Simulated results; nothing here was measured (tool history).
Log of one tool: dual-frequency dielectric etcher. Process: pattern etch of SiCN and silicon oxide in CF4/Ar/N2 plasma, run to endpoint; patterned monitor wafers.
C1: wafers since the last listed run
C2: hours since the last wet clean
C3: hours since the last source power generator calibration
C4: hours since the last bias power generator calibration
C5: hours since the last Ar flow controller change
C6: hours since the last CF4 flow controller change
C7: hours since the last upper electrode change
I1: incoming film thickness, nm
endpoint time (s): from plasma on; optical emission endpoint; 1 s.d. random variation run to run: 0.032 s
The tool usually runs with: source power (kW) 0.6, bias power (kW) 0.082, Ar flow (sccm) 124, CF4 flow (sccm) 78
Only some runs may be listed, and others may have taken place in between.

run 1 day=0 | source_power_(kW)=0.66 bias_power_(kW)=0.082 Ar_flow_(sccm)=124 CF4_flow_(sccm)=64 | C1=0 C2=547.8 C3=3995.6 C4=1873.9 C5=1447.1 C6=3816.4 C7=3353.8 | I1=11.16 | endpoint_time_(s)=10
run 2 day=0.646 | source_power_(kW)=0.66 bias_power_(kW)=0.082 Ar_flow_(sccm)=124 CF4_flow_(sccm)=64 | C1=199 C2=563.3 C3=4011.1 C4=1889.4 C5=1462.6 C6=3831.9 C7=3369.3 | I1=11.15 | endpoint_time_(s)=9.9
run 3 day=1.038 | source_power_(kW)=0.6 bias_power_(kW)=0.082 Ar_flow_(sccm)=124 CF4_flow_(sccm)=70 | C1=120 C2=572.7 C3=4020.5 C4=1898.8 C5=1472 C6=3841.3 C7=3378.7 | I1=11.21 | endpoint_time_(s)=10.4
run 4 day=1.658 | source_power_(kW)=0.6 bias_power_(kW)=0.082 Ar_flow_(sccm)=124 CF4_flow_(sccm)=70 | C1=191 C2=587.6 C3=4035.4 C4=1913.7 C5=1486.9 C6=3856.2 C7=3393.6 | I1=11.28 | endpoint_time_(s)=10.4
run 5 day=2.233 | source_power_(kW)=0.6 bias_power_(kW)=0.082 Ar_flow_(sccm)=135 CF4_flow_(sccm)=78 | C1=177 C2=601.4 C3=4049.2 C4=1927.5 C5=1500.7 C6=3870 C7=3407.4 | I1=11.32 | endpoint_time_(s)=10.4
run 6 day=2.7 | source_power_(kW)=0.6 bias_power_(kW)=0.082 Ar_flow_(sccm)=135 CF4_flow_(sccm)=78 | C1=143 C2=612.6 C3=4060.4 C4=1938.7 C5=1511.9 C6=3881.2 C7=3418.6 | I1=11.24 | endpoint_time_(s)=10.4
run 7 day=3.179 | source_power_(kW)=0.6 bias_power_(kW)=0.082 Ar_flow_(sccm)=135 CF4_flow_(sccm)=78 | C1=147 C2=624.1 C3=4071.9 C4=1950.2 C5=1523.4 C6=3892.7 C7=3430.1 | I1=11.14 | endpoint_time_(s)=10.2
run 8 day=3.454 | source_power_(kW)=0.6 bias_power_(kW)=0.082 Ar_flow_(sccm)=124 CF4_flow_(sccm)=93 | C1=84 C2=630.7 C3=4078.5 C4=1956.8 C5=1530 C6=3899.3 C7=3436.7 | I1=11.22 | endpoint_time_(s)=10.1
run 9 day=3.771 | source_power_(kW)=0.6 bias_power_(kW)=0.082 Ar_flow_(sccm)=124 CF4_flow_(sccm)=78 | C1=97 C2=638.3 C3=4086.1 C4=1964.4 C5=1537.6 C6=3906.9 C7=3444.3 | I1=11.26 | endpoint_time_(s)=10.2
run 10 day=4.392 | source_power_(kW)=0.6 bias_power_(kW)=0.082 Ar_flow_(sccm)=124 CF4_flow_(sccm)=78 | C1=191 C2=653.2 C3=4101 C4=1979.3 C5=1552.5 C6=3921.8 C7=3459.2 | I1=11.15 | endpoint_time_(s)=10.2
-- day=5.183 CF4 flow controller replaced
-- day=5.421 source power generator calibrated
-- day=5.917 upper electrode replaced
run 11 day=5.938 | source_power_(kW)=0.6 bias_power_(kW)=0.082 Ar_flow_(sccm)=124 CF4_flow_(sccm)=78 | C1=196 C2=690.3 C3=12.4 C4=2016.4 C5=1589.6 C6=18.1 C7=0.5 | I1=11.18 | endpoint_time_(s)=10.1
run 12 day=5.95 | source_power_(kW)=0.7 bias_power_(kW)=0.093 Ar_flow_(sccm)=148 CF4_flow_(sccm)=96 | C1=3 C2=690.6 C3=12.7 C4=2016.7 C5=1589.9 C6=18.4 C7=0.8 | I1=11.12 | endpoint_time_(s)=8.8
-- day=6.704 bias power generator calibrated
-- day=6.975 Ar flow controller replaced
-- day=7.117 wet clean of the chamber
run 13 day=7.246 | source_power_(kW)=0.6 bias_power_(kW)=0.097 Ar_flow_(sccm)=124 CF4_flow_(sccm)=63 | C1=228 C2=3.1 C3=43.8 C4=13 C5=6.5 C6=49.5 C7=31.9 | I1=11.21 | endpoint_time_(s)=10.3
run 14 day=7.85 | source_power_(kW)=0.51 bias_power_(kW)=0.097 Ar_flow_(sccm)=124 CF4_flow_(sccm)=78 | C1=186 C2=17.6 C3=58.3 C4=27.5 C5=21 C6=64 C7=46.4 | I1=11.16 | endpoint_time_(s)=10.9
run 15 day=8.496 | source_power_(kW)=0.6 bias_power_(kW)=0.082 Ar_flow_(sccm)=135 CF4_flow_(sccm)=78 | C1=199 C2=33.1 C3=73.8 C4=43 C5=36.5 C6=79.5 C7=61.9 | I1=11.26 | endpoint_time_(s)=10.7
run 16 day=9.112 | source_power_(kW)=0.6 bias_power_(kW)=0.082 Ar_flow_(sccm)=124 CF4_flow_(sccm)=78 | C1=190 C2=47.9 C3=88.6 C4=57.8 C5=51.3 C6=94.3 C7=76.7 | I1=11.08 | endpoint_time_(s)=10.5
run 17 day=9.675 | source_power_(kW)=0.68 bias_power_(kW)=0.082 Ar_flow_(sccm)=124 CF4_flow_(sccm)=78 | C1=173 C2=61.4 C3=102.1 C4=71.3 C5=64.8 C6=107.8 C7=90.2 | I1=11.27 | endpoint_time_(s)=9.9
run 18 day=10.367 | source_power_(kW)=0.6 bias_power_(kW)=0.082 Ar_flow_(sccm)=124 CF4_flow_(sccm)=78 | C1=213 C2=78 C3=118.7 C4=87.9 C5=81.4 C6=124.4 C7=106.8 | I1=11.17 | endpoint_time_(s)=10.5
run 19 day=10.654 | source_power_(kW)=0.72 bias_power_(kW)=0.097 Ar_flow_(sccm)=151 CF4_flow_(sccm)=87 | C1=88 C2=84.9 C3=125.6 C4=94.8 C5=88.3 C6=131.3 C7=113.7 | I1=11.3 | endpoint_time_(s)=9.2
run 20 day=11.058 | source_power_(kW)=0.6 bias_power_(kW)=0.082 Ar_flow_(sccm)=124 CF4_flow_(sccm)=78 | C1=124 C2=94.6 C3=135.3 C4=104.5 C5=98 C6=141 C7=123.4 | I1=11.33 | endpoint_time_(s)=10.7
run 21 day=11.642 | source_power_(kW)=0.6 bias_power_(kW)=0.082 Ar_flow_(sccm)=124 CF4_flow_(sccm)=96 | C1=179 C2=108.6 C3=149.3 C4=118.5 C5=112 C6=155 C7=137.4 | I1=11.19 | endpoint_time_(s)=10.2
run 22 day=12.008 | source_power_(kW)=0.73 bias_power_(kW)=0.093 Ar_flow_(sccm)=153 CF4_flow_(sccm)=83 | C1=113 C2=117.4 C3=158.1 C4=127.3 C5=120.8 C6=163.8 C7=146.2 | I1=11.17 | endpoint_time_(s)=9.1
run 23 day=12.308 | source_power_(kW)=0.64 bias_power_(kW)=0.082 Ar_flow_(sccm)=136 CF4_flow_(sccm)=78 | C1=92 C2=124.6 C3=165.3 C4=134.5 C5=128 C6=171 C7=153.4 | I1=11.33 | endpoint_time_(s)=10.3
run 24 day=13.033 | source_power_(kW)=0.72 bias_power_(kW)=0.082 Ar_flow_(sccm)=109 CF4_flow_(sccm)=90 | C1=223 C2=142 C3=182.7 C4=151.9 C5=145.4 C6=188.4 C7=170.8 | I1=11.15 | endpoint_time_(s)=9.2
run 25 day=13.571 | source_power_(kW)=0.7 bias_power_(kW)=0.082 Ar_flow_(sccm)=124 CF4_flow_(sccm)=78 | C1=165 C2=154.9 C3=195.6 C4=164.8 C5=158.3 C6=201.3 C7=183.7 | I1=11.23 | endpoint_time_(s)=9.6

Below are 3 alternative next runs, each starting from the tool's condition after run 25. Predict each:
run A day=13.588 | source_power_(kW)=0.6 bias_power_(kW)=0.082 Ar_flow_(sccm)=124 CF4_flow_(sccm)=78 | C1=5 C2=155.3 C3=196 C4=165.2 C5=158.7 C6=201.7 C7=184.1 | I1=11.19 | endpoint_time_(s)=?
run B day=13.588 | source_power_(kW)=0.6 bias_power_(kW)=0.082 Ar_flow_(sccm)=107 CF4_flow_(sccm)=97 | C1=5 C2=155.3 C3=196 C4=165.2 C5=158.7 C6=201.7 C7=184.1 | I1=11.19 | endpoint_time_(s)=?
run C day=13.588 | source_power_(kW)=0.49 bias_power_(kW)=0.082 Ar_flow_(sccm)=124 CF4_flow_(sccm)=78 | C1=5 C2=155.3 C3=196 C4=165.2 C5=158.7 C6=201.7 C7=184.1 | I1=11.19 | endpoint_time_(s)=?

run=A endpoint_time_(s)=10.5
run=B endpoint_time_(s)=10.1
run=C endpoint_time_(s)=11.6
Had the tool no hidden state, the same runs would have come out as:
run=A endpoint_time_(s)=10.7
run=B endpoint_time_(s)=10.3
run=C endpoint_time_(s)=11.9

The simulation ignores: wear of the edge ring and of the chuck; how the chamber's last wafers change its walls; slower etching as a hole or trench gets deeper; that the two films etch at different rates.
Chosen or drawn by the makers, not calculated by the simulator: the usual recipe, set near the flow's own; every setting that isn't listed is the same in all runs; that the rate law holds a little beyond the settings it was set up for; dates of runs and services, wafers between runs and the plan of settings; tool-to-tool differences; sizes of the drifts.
